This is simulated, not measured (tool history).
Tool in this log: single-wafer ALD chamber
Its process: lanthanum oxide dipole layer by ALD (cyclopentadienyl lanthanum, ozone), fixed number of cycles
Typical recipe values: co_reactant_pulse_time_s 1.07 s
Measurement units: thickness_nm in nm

run	hour	co_reactant_pulse_time_s	wafers since the last listed run	hours since the last thermocouple change	hours since the last ozone generator service	hours since the showerhead was replaced	hours since the gauge calibration	read-back reference wafer on the same gauge, thickness_nm	thickness_nm
1	0	1.27	0	2505	518.8	7290.4	350.5	0.6	0.522
2	13.3	1.27	183	2518.3	532.1	7303.7	363.8	0.599	0.517
3	39.6	1.07	363	2544.6	558.4	7330	390.1	0.599	0.505
4	58.3	1.07	258	2563.3	577.1	7348.7	408.8	0.601	0.502
5	83.6	1.07	349	2588.6	602.4	7374	434.1	0.599	0.501
6	110	1.07	364	2615	628.8	7400.4	460.5	0.6	0.497
7	125.2	1.07	209	2630.2	644	7415.6	475.7	0.6	0.497
8	149.3	1.07	332	2654.3	668.1	7439.7	499.8	0.6	0.497
9	177.9	1.07	395	2682.9	696.7	7468.3	528.4	0.597	0.498
10	205.8	1.07	385	2710.8	724.6	7496.2	556.3	0.599	0.498
11	218.5	1.07	175	2723.5	737.3	7508.9	569	0.6	0.497
12	237.4	0.78	261	2742.4	756.2	7527.8	587.9	0.599	0.454
13	253.3	1.07	219	2758.3	772.1	7543.7	603.8	0.6	0.494
# hour 283.4: showerhead replaced
14	283.9	1.07	312	2788.9	802.7	0.5	634.4	0.6	0.493
15	304.3	1.07	281	2809.3	823.1	20.9	654.8	0.6	0.491
16	328.3	1.07	331	2833.3	847.1	44.9	678.8	0.599	0.491
17	359.4	1.31	429	2864.4	878.2	76	709.9	0.599	0.511
18	385.2	1.07	356	2890.2	904	101.8	735.7	0.598	0.489
# hour 402.7: gauge calibrated
# hour 404.4: thermocouple changed; heater temperature recalibrated
19	406.2	1.07	179	1.8	925	122.8	3.5	0.599	0.49
20	421.7	0.77	214	17.3	940.5	138.3	19	0.598	0.453
21	455.2	0.93	462	50.8	974	171.8	52.5	0.598	0.472
22	473.4	1.32	251	69	992.2	190	70.7	0.597	0.507
23	507.3	0.87	468	102.9	1026.1	223.9	104.6	0.599	0.459
# hour 521.7: ozone generator serviced
24	531.5	0.73	223	127.1	9.8	248.1	128.8	0.598	0.474
25	556.5	1.07	345	152.1	34.8	273.1	153.8	0.599	0.51
26	581.5	0.74	345	177.1	59.8	298.1	178.8	0.599	0.475
27	614.5	0.65	455	210.1	92.8	331.1	211.8	0.599	0.459
28	637.5	1.07	317	233.1	115.8	354.1	234.8	0.599	0.507
29	656	1.46	255	251.6	134.3	372.6	253.3	0.598	0.538
30	684.4	1.38	392	280	162.7	401	281.7	0.6	0.535
31	705.9	1.07	297	301.5	184.2	422.5	303.2	0.599	0.506

Below, some changes in thickness_nm between adjacent runs. For each, the amount present without the hidden state too (settings, incoming material, random variation) and the amount remaining for the hidden state with gauge scatter not shared by both compared results:
Hidden state at play: wafer temperature above the value expected at the setpoint (K); ozone dose above that of a generator just serviced (%); gauge reads high (%).
Run 11 -> 12: co_reactant_pulse_time_s 1.07 -> 0.78. thickness_nm -0.043 nm: hidden state -0.005, all else -0.038.
Run 21 -> 22: co_reactant_pulse_time_s 0.93 -> 1.32. thickness_nm +0.035 nm: hidden state +0.007, all else +0.028.
Run 22 -> 23: co_reactant_pulse_time_s 1.32 -> 0.87. thickness_nm -0.048 nm: hidden state -0.009, all else -0.039.
Run 23 -> 24: co_reactant_pulse_time_s 0.87 -> 0.73, ozone generator serviced. thickness_nm +0.015 nm: hidden state +0.031, all else -0.016.
Run 27 -> 28: co_reactant_pulse_time_s 0.65 -> 1.07. thickness_nm +0.048 nm: hidden state +0.001, all else +0.047.

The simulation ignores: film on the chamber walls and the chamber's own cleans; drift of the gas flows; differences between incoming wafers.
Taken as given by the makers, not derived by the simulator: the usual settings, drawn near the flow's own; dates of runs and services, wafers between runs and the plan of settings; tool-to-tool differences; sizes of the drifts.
